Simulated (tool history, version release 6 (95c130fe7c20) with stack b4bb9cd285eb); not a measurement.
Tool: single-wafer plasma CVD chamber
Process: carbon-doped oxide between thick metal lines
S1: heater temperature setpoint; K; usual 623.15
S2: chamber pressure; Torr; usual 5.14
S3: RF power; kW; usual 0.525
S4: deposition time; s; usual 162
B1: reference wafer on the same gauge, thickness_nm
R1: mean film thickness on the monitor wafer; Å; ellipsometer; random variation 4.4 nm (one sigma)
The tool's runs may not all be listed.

| run | hour | S1 | S2 | S3 | S4 | B1 | R1 |
|---|---|---|---|---|---|---|---|
| 1 | 0 | 623.15 | 4.59 | 0.525 | 162 | 828.129 | 7477.68 |
| 2 | 182.9 | 623.15 | 4.59 | 0.525 | 162 | 827.215 | 7464.3 |
| 3 | 211.5 | 623.15 | 5.14 | 0.525 | 162 | 827.527 | 7591.29 |
| 4 | 237.1 | 623.15 | 5.14 | 0.525 | 162 | 826.378 | 7570.14 |
| 5 | 290.6 | 623.15 | 5.14 | 0.525 | 185 | 826.189 | 8682.99 |
| 6 | 315.6 | 623.15 | 5.14 | 0.525 | 185 | 826.712 | 8692.25 |
| 7 | 386.1 | 623.15 | 5.14 | 0.525 | 162 | 827.533 | 7468.84 |
| 8 | 425 | 623.15 | 5.14 | 0.525 | 162 | 827.204 | 7536.84 |
| 9 | 488.3 | 623.15 | 4.08 | 0.625 | 162 | 827.727 | 7979.72 |
| 10 | 554.9 | 619.15 | 5.14 | 0.525 | 162 | 827.05 | 7559.36 |
| 11 | 612 | 635.15 | 4.57 | 0.6 | 170 | 827.472 | 8092.03 |
| 12 | 746.5 | 630.15 | 4.76 | 0.575 | 162 | 826.804 | 8220.12 |
| 13 | 774.7 | 614.15 | 5.14 | 0.525 | 190 | 826.969 | 9506.11 |
| 14 | 799.1 | 611.15 | 6.33 | 0.555 | 130 | 827.951 | 7017.33 |
| 15 | 966.5 | 623.15 | 3.86 | 0.6 | 170 | 826.985 | 8540.1 |
| 16 | 1025.4 | 623.15 | 5.14 | 0.525 | 162 | 827.152 | 7886.49 |
| 17 | 1082.2 | 623.15 | 5.14 | 0.44 | 162 | 827.633 | 6999.58 |
| 18 | 1122.8 | 611.15 | 5.14 | 0.42 | 133 | 826.83 | 5647.58 |
| 19 | 1263.1 | 617.15 | 6.07 | 0.425 | 162 | 826.68 | 7125.67 |
| 20 | 1294.9 | 612.15 | 4.78 | 0.525 | 162 | 827.613 | 7925.95 |
| 21 | 1352.9 | 630.15 | 5.14 | 0.525 | 162 | 825.909 | 7801.11 |
| 22 | 1401.9 | 635.15 | 5.78 | 0.565 | 145 | 826.197 | 7326.76 |
| 23 | 1452.3 | 610.15 | 5.14 | 0.525 | 162 | 827.444 | 8136.31 |
| 24 | 1494.3 | 623.15 | 5.14 | 0.525 | 147 | 826.641 | 7164.48 |
| 25 | 1520.6 | 617.15 | 6.28 | 0.525 | 162 | 827.932 | 8360.93 |
| 26 | 1575.1 | 630.15 | 5.14 | 0.49 | 162 | 828.443 | 7406.4 |
| 27 | 1633.9 | 623.15 | 5.94 | 0.46 | 170 | 827.14 | 7757.89 |
| 28 | 1682.9 | 623.15 | 5.14 | 0.525 | 162 | 826.711 | 7936.98 |

Taken out of this log: 6 entries between the listed runs. Where each belongs, and how the hidden state differs across it:
Between runs 1 and 2: gauge calibrated (hour 73.7)
  delivered RF power above the setpoint (%): -6 -> -7.11
  measured less the result without the state, R1: -305.12 -> -365.93 Å
Between runs 11 and 12: thermocouple changed; heater temperature recalibrated (hour 635.5); RF generator calibrated (hour 683.4)
  delivered RF power above the setpoint (%): -10.1 -> -0.89
  measured less the result without the state, R1: -560.1 -> -45.89 Å
Between runs 16 and 17: capacitance manometer re-zeroed and calibrated (hour 1043.3)
  delivered RF power above the setpoint (%): -1.06 -> -1.12
  measured less the result without the state, R1: -54 -> -60.25 Å
Between runs 17 and 18: showerhead replaced (hour 1113.5)
  delivered RF power above the setpoint (%): -1.12 -> -1.17
  measured less the result without the state, R1: -60.25 -> -50.8 Å
Between runs 27 and 28: thermocouple changed; heater temperature recalibrated (hour 1662)
  delivered RF power above the setpoint (%): -2.21 -> -2.35
  measured less the result without the state, R1: -128.75 -> -122.47 Å
